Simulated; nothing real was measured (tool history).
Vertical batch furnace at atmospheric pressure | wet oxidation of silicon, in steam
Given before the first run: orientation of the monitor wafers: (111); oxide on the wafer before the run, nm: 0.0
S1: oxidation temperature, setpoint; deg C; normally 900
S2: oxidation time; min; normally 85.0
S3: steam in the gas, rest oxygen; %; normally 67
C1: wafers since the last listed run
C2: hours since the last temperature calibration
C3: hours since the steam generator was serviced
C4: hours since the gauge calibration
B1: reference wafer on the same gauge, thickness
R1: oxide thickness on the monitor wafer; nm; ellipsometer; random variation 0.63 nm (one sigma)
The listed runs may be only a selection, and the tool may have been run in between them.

{"run": 1, "hour": 0.0, "S1": 880, "S2": 85.0, "S3": 67, "C1": 0, "C2": 2961.6, "C3": 2441.2, "C4": 526.0, "B1": 193.02, "R1": 163.21}
{"run": 2, "hour": 47.7, "S1": 880, "S2": 85.0, "S3": 67, "C1": 759, "C2": 3009.3, "C3": 2488.9, "C4": 573.7, "B1": 193.04, "R1": 162.73}
{"run": 3, "hour": 68.5, "S1": 880, "S2": 85.0, "S3": 67, "C1": 331, "C2": 3030.1, "C3": 2509.7, "C4": 594.5, "B1": 193.06, "R1": 162.46}
{"run": 4, "hour": 98.4, "S1": 900, "S2": 85.0, "S3": 67, "C1": 475, "C2": 3060.0, "C3": 2539.6, "C4": 624.4, "B1": 193.04, "R1": 210.03}
{"run": 5, "hour": 120.8, "S1": 900, "S2": 85.0, "S3": 67, "C1": 356, "C2": 3082.4, "C3": 2562.0, "C4": 646.8, "B1": 192.91, "R1": 209.38}
{"run": 6, "hour": 142.1, "S1": 900, "S2": 85.0, "S3": 67, "C1": 339, "C2": 3103.7, "C3": 2583.3, "C4": 668.1, "B1": 193.02, "R1": 209.77}
{"run": 7, "hour": 160.1, "S1": 900, "S2": 85.0, "S3": 67, "C1": 286, "C2": 3121.7, "C3": 2601.3, "C4": 686.1, "B1": 192.87, "R1": 209.79}
{"run": 8, "hour": 186.9, "S1": 900, "S2": 85.0, "S3": 67, "C1": 426, "C2": 3148.5, "C3": 2628.1, "C4": 712.9, "B1": 192.99, "R1": 209.09}
{"run": 9, "hour": 207.7, "S1": 900, "S2": 119.0, "S3": 71, "C1": 331, "C2": 3169.3, "C3": 2648.9, "C4": 733.7, "B1": 193.01, "R1": 285.52}
{"run": 10, "hour": 234.7, "S1": 900, "S2": 119.0, "S3": 71, "C1": 429, "C2": 3196.3, "C3": 2675.9, "C4": 760.7, "B1": 192.93, "R1": 286.2}
{"hour": 286.0, "done": "steam generator serviced"}
{"run": 11, "hour": 286.5, "S1": 908, "S2": 85.0, "S3": 67, "C1": 442, "C2": 3248.1, "C3": 0.5, "C4": 812.5, "B1": 192.96, "R1": 244.31}
{"hour": 288.3, "done": "gauge calibrated"}
{"run": 12, "hour": 292.0, "S1": 900, "S2": 93.5, "S3": 67, "C1": 87, "C2": 3253.6, "C3": 6.0, "C4": 3.7, "B1": 193.03, "R1": 243.46}
{"run": 13, "hour": 311.8, "S1": 900, "S2": 93.5, "S3": 67, "C1": 315, "C2": 3273.4, "C3": 25.8, "C4": 23.5, "B1": 192.99, "R1": 242.69}
{"run": 14, "hour": 342.9, "S1": 900, "S2": 93.5, "S3": 67, "C1": 495, "C2": 3304.5, "C3": 56.9, "C4": 54.6, "B1": 193.0, "R1": 243.41}
{"run": 15, "hour": 371.2, "S1": 900, "S2": 85.0, "S3": 67, "C1": 450, "C2": 3332.8, "C3": 85.2, "C4": 82.9, "B1": 192.96, "R1": 224.76}
{"run": 16, "hour": 406.9, "S1": 900, "S2": 115.5, "S3": 77, "C1": 568, "C2": 3368.5, "C3": 120.9, "C4": 118.6, "B1": 193.04, "R1": 316.9}
{"run": 17, "hour": 439.5, "S1": 892, "S2": 101.5, "S3": 67, "C1": 518, "C2": 3401.1, "C3": 153.5, "C4": 151.2, "B1": 192.86, "R1": 236.84}
{"run": 18, "hour": 464.7, "S1": 876, "S2": 62.5, "S3": 67, "C1": 401, "C2": 3426.3, "C3": 178.7, "C4": 176.4, "B1": 193.19, "R1": 128.13}
{"run": 19, "hour": 495.5, "S1": 900, "S2": 85.0, "S3": 67, "C1": 490, "C2": 3457.1, "C3": 209.5, "C4": 207.2, "B1": 192.94, "R1": 224.78}
{"run": 20, "hour": 527.7, "S1": 900, "S2": 85.0, "S3": 67, "C1": 512, "C2": 3489.3, "C3": 241.7, "C4": 239.4, "B1": 193.0, "R1": 224.05}
{"run": 21, "hour": 552.5, "S1": 900, "S2": 85.0, "S3": 67, "C1": 394, "C2": 3514.1, "C3": 266.5, "C4": 264.2, "B1": 192.95, "R1": 225.72}
{"run": 22, "hour": 573.7, "S1": 900, "S2": 110.0, "S3": 75, "C1": 337, "C2": 3535.3, "C3": 287.7, "C4": 285.4, "B1": 192.93, "R1": 299.26}
{"run": 23, "hour": 590.4, "S1": 890, "S2": 52.0, "S3": 67, "C1": 265, "C2": 3552.0, "C3": 304.4, "C4": 302.1, "B1": 192.97, "R1": 132.72}
{"hour": 627.3, "done": "thermocouples replaced and temperature profile calibrated"}
{"run": 24, "hour": 627.8, "S1": 900, "S2": 119.0, "S3": 71, "C1": 213, "C2": 0.5, "C3": 341.8, "C4": 339.5, "B1": 192.96, "R1": 288.81}
{"run": 25, "hour": 633.4, "S1": 900, "S2": 61.5, "S3": 56, "C1": 89, "C2": 6.1, "C3": 347.4, "C4": 345.1, "B1": 193.06, "R1": 139.7}
{"run": 26, "hour": 646.3, "S1": 900, "S2": 85.0, "S3": 67, "C1": 205, "C2": 19.0, "C3": 360.3, "C4": 358.0, "B1": 192.98, "R1": 211.45}
{"run": 27, "hour": 670.2, "S1": 880, "S2": 53.5, "S3": 62, "C1": 380, "C2": 42.9, "C3": 384.2, "C4": 381.9, "B1": 193.02, "R1": 102.41}
{"run": 28, "hour": 685.4, "S1": 900, "S2": 119.0, "S3": 71, "C1": 241, "C2": 58.1, "C3": 399.4, "C4": 397.1, "B1": 192.98, "R1": 288.48}
{"run": 29, "hour": 793.4, "S1": 900, "S2": 85.0, "S3": 67, "C1": 1718, "C2": 166.1, "C3": 507.4, "C4": 505.1, "B1": 193.01, "R1": 212.72}
{"run": 30, "hour": 814.9, "S1": 879, "S2": 62.0, "S3": 61, "C1": 342, "C2": 187.6, "C3": 528.9, "C4": 526.6, "B1": 192.93, "R1": 113.69}
{"run": 31, "hour": 836.7, "S1": 880, "S2": 66.0, "S3": 72, "C1": 346, "C2": 209.4, "C3": 550.7, "C4": 548.4, "B1": 192.93, "R1": 139.89}

Below, some changes in R1 between adjacent runs. For each, the amount present without the hidden state too (settings, incoming material, random variation) and the amount remaining for the hidden state with gauge scatter not shared by both compared results:
The tool's hidden condition here consists of: true tube temperature minus thermocouple reading, K; steam share off its setpoint, % of the setpoint; gauge reads high (%).
Run 10 -> 11: S1 900 -> 908, S2 119.0 -> 85.0, S3 71 -> 67, steam generator serviced. R1 -41.89 nm: hidden state +17.59, all else -59.48.
Run 22 -> 23: S1 900 -> 890, S2 110.0 -> 52.0, S3 75 -> 67. R1 -166.54 nm: hidden state -6.00, all else -160.54.
Run 23 -> 24: S1 890 -> 900, S2 52.0 -> 119.0, S3 67 -> 71, thermocouples replaced and temperature profile calibrated. R1 +156.09 nm: hidden state -9.65, all else +165.74.
Run 27 -> 28: S1 880 -> 900, S2 53.5 -> 119.0, S3 62 -> 71. R1 +186.07 nm: hidden state -0.66, all else +186.73.
